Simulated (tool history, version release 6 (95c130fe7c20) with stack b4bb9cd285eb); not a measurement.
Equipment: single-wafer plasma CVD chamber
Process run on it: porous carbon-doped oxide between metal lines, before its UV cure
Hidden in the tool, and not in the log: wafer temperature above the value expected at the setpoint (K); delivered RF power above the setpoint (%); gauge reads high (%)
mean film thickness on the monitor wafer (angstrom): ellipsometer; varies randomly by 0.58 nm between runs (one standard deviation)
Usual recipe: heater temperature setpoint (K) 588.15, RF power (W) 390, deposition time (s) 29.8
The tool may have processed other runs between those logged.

run,hour,heater temperature setpoint (K),RF power (W),deposition time (s),wafers since the last listed run,hours since the last thermocouple change,hours since the last RF generator calibration,hours since the showerhead was replaced,hours since the gauge calibration,"read-back reference wafer on the same gauge, thickness_nm",mean film thickness on the monitor wafer (angstrom)
1,0.0,588.15,390,29.8,0,1312.1,1948.5,5253.4,969.7,133.910,1110.41
2,14.0,588.15,390,29.8,354,1326.1,1962.5,5267.4,983.7,134.002,1109.67
3,46.0,588.15,390,29.8,810,1358.1,1994.5,5299.4,1015.7,134.058,1103.89
4,58.8,588.15,390,29.8,324,1370.9,2007.3,5312.2,1028.5,133.913,1096.56
5,81.1,588.15,390,29.8,564,1393.2,2029.6,5334.5,1050.8,133.971,1116.16
6,93.8,588.15,390,29.8,321,1405.9,2042.3,5347.2,1063.5,133.999,1105.62
# hour 102.7: showerhead replaced
7,125.1,588.15,390,29.8,589,1437.2,2073.6,22.4,1094.8,134.067,1096.90
8,148.2,588.15,390,29.8,584,1460.3,2096.7,45.5,1117.9,133.998,1104.08
9,178.8,595.15,390,34.6,774,1490.9,2127.3,76.1,1148.5,133.985,1229.15
10,195.8,595.15,390,34.6,430,1507.9,2144.3,93.1,1165.5,133.973,1217.19
11,215.0,595.15,390,34.6,486,1527.1,2163.5,112.3,1184.7,134.105,1219.91
12,248.4,593.15,390,29.8,845,1560.5,2196.9,145.7,1218.1,133.848,1060.35
# hour 249.5: gauge calibrated
13,280.4,593.15,390,29.8,810,1592.5,2228.9,177.7,30.9,133.959,1062.60
14,309.0,588.15,445,25.6,724,1621.1,2257.5,206.3,59.5,133.950,1058.43
15,332.3,578.15,430,29.8,589,1644.4,2280.8,229.6,82.8,134.046,1278.74
16,362.9,588.15,390,29.8,774,1675.0,2311.4,260.2,113.4,133.898,1094.29
# hour 386.5: RF generator calibrated
17,395.8,588.15,390,29.8,630,1707.9,9.3,293.1,146.3,134.006,1170.85
18,411.4,588.15,335,28.1,394,1723.5,24.9,308.7,161.9,133.953,956.43
19,426.6,588.15,390,29.8,384,1738.7,40.1,323.9,177.1,133.990,1149.65
20,461.9,581.15,390,26.8,893,1774.0,75.4,359.2,212.4,133.905,1098.52
21,474.8,582.15,390,29.8,326,1786.9,88.3,372.1,225.3,133.919,1205.49
22,490.4,588.15,420,29.8,394,1802.5,103.9,387.7,240.9,134.019,1232.59
23,505.8,577.15,345,27.5,389,1817.9,119.3,403.1,256.3,133.996,1024.50
24,537.1,588.15,415,29.8,792,1849.2,150.6,434.4,287.6,133.932,1223.75
# hour 550.7: thermocouple changed; heater temperature recalibrated
25,552.4,595.15,390,26.8,184,1.7,165.9,449.7,302.9,134.046,1003.08
26,565.3,588.15,390,29.8,326,14.6,178.8,462.6,315.8,133.939,1159.18
27,590.1,581.15,390,26.8,627,39.4,203.6,487.4,340.6,133.979,1096.85
28,619.7,575.15,445,35.6,749,69.0,233.2,517.0,370.2,133.949,1685.32
29,634.5,580.15,335,26.7,374,83.8,248.0,531.8,385.0,134.049,946.26
30,652.4,583.15,455,29.8,453,101.7,265.9,549.7,402.9,133.880,1356.71
31,679.1,588.15,390,29.8,676,128.4,292.6,576.4,429.6,134.048,1154.67

Predict the results of run 32:
32,691.9,588.15,315,29.8,324,141.2,305.4,589.2,442.4,?,?

read-back reference wafer on the same gauge, thickness_nm: 133.934
mean film thickness on the monitor wafer (angstrom): 939.80
With the hidden condition absent and the run-to-run variation left alone, this run would have shown mean film thickness on the monitor wafer (angstrom) 963.15.

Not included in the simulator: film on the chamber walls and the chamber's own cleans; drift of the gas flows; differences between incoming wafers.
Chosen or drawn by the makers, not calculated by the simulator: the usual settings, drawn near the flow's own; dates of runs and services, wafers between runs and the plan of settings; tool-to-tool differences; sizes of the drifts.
